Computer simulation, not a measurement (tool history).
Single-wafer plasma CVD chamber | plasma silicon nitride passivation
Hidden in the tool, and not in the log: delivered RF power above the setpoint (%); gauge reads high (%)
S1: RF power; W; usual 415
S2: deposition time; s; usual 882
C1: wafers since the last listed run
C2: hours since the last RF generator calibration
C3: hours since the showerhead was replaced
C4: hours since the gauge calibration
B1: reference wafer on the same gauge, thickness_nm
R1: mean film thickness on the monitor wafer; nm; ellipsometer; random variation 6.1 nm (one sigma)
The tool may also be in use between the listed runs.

{"run": 1, "day": 0.0, "S1": 415, "S2": 1018, "C1": 0, "C2": 853.2, "C3": 1886.2, "C4": 802.7, "B1": 1091.855, "R1": 1235.081}
{"run": 2, "day": 3.875, "S1": 380, "S2": 882, "C1": 248, "C2": 946.2, "C3": 1979.2, "C4": 895.7, "B1": 1087.862, "R1": 1026.031}
{"run": 3, "day": 7.442, "S1": 415, "S2": 882, "C1": 228, "C2": 1031.8, "C3": 2064.8, "C4": 981.3, "B1": 1087.385, "R1": 1059.312}
{"run": 4, "day": 10.496, "S1": 415, "S2": 882, "C1": 195, "C2": 1105.1, "C3": 2138.1, "C4": 1054.6, "B1": 1085.468, "R1": 1059.799}
{"run": 5, "day": 14.879, "S1": 415, "S2": 882, "C1": 280, "C2": 1210.3, "C3": 2243.3, "C4": 1159.8, "B1": 1082.308, "R1": 1059.18}
{"run": 6, "day": 17.392, "S1": 355, "S2": 882, "C1": 161, "C2": 1270.6, "C3": 2303.6, "C4": 1220.1, "B1": 1084.277, "R1": 997.197}
{"run": 7, "day": 19.925, "S1": 355, "S2": 882, "C1": 162, "C2": 1331.4, "C3": 2364.4, "C4": 1280.9, "B1": 1081.638, "R1": 1000.625}
{"run": 8, "day": 24.408, "S1": 415, "S2": 983, "C1": 287, "C2": 1439.0, "C3": 2472.0, "C4": 1388.5, "B1": 1079.677, "R1": 1173.685}
{"day": 25.412, "done": "RF generator calibrated"}
{"run": 9, "day": 27.517, "S1": 415, "S2": 983, "C1": 177, "C2": 50.5, "C3": 2546.6, "C4": 1463.1, "B1": 1077.149, "R1": 1167.274}
{"run": 10, "day": 30.367, "S1": 415, "S2": 983, "C1": 182, "C2": 118.9, "C3": 2615.0, "C4": 1531.5, "B1": 1077.448, "R1": 1177.712}
{"run": 11, "day": 32.262, "S1": 415, "S2": 882, "C1": 121, "C2": 164.4, "C3": 2660.5, "C4": 1577.0, "B1": 1077.016, "R1": 1047.68}
{"run": 12, "day": 35.7, "S1": 360, "S2": 882, "C1": 220, "C2": 246.9, "C3": 2743.0, "C4": 1659.5, "B1": 1074.589, "R1": 997.806}
{"day": 38.071, "done": "gauge calibrated"}
{"run": 13, "day": 39.971, "S1": 360, "S2": 882, "C1": 273, "C2": 349.4, "C3": 2845.5, "C4": 45.6, "B1": 1113.297, "R1": 1035.151}
{"run": 14, "day": 42.138, "S1": 375, "S2": 826, "C1": 138, "C2": 401.4, "C3": 2897.5, "C4": 97.6, "B1": 1115.911, "R1": 976.814}
{"run": 15, "day": 44.162, "S1": 490, "S2": 762, "C1": 129, "C2": 450.0, "C3": 2946.1, "C4": 146.2, "B1": 1114.295, "R1": 1003.698}
{"run": 16, "day": 45.667, "S1": 460, "S2": 1026, "C1": 96, "C2": 486.1, "C3": 2982.2, "C4": 182.3, "B1": 1112.91, "R1": 1311.584}
{"run": 17, "day": 47.325, "S1": 350, "S2": 882, "C1": 106, "C2": 525.9, "C3": 3022.0, "C4": 222.1, "B1": 1111.581, "R1": 1019.825}
{"day": 50.017, "done": "showerhead replaced"}
{"run": 18, "day": 50.796, "S1": 415, "S2": 882, "C1": 201, "C2": 609.2, "C3": 18.7, "C4": 305.4, "B1": 1109.843, "R1": 1076.235}
{"run": 19, "day": 53.617, "S1": 415, "S2": 882, "C1": 180, "C2": 676.9, "C3": 86.4, "C4": 373.1, "B1": 1109.958, "R1": 1075.006}
{"run": 20, "day": 58.025, "S1": 415, "S2": 882, "C1": 282, "C2": 782.7, "C3": 192.2, "C4": 478.9, "B1": 1106.905, "R1": 1075.62}
{"run": 21, "day": 59.804, "S1": 495, "S2": 882, "C1": 114, "C2": 825.4, "C3": 234.9, "C4": 521.6, "B1": 1107.33, "R1": 1150.391}

Forecast run 22:
{"run": 22, "day": 62.588, "S1": 415, "S2": 972, "C1": 178, "C2": 892.2, "C3": 301.7, "C4": 588.4, "B1": "?", "R1": "?"}

B1: 1105.838
R1: 1185.456 nm
Without the tool's hidden state the same run would have given R1 1190.726 nm.

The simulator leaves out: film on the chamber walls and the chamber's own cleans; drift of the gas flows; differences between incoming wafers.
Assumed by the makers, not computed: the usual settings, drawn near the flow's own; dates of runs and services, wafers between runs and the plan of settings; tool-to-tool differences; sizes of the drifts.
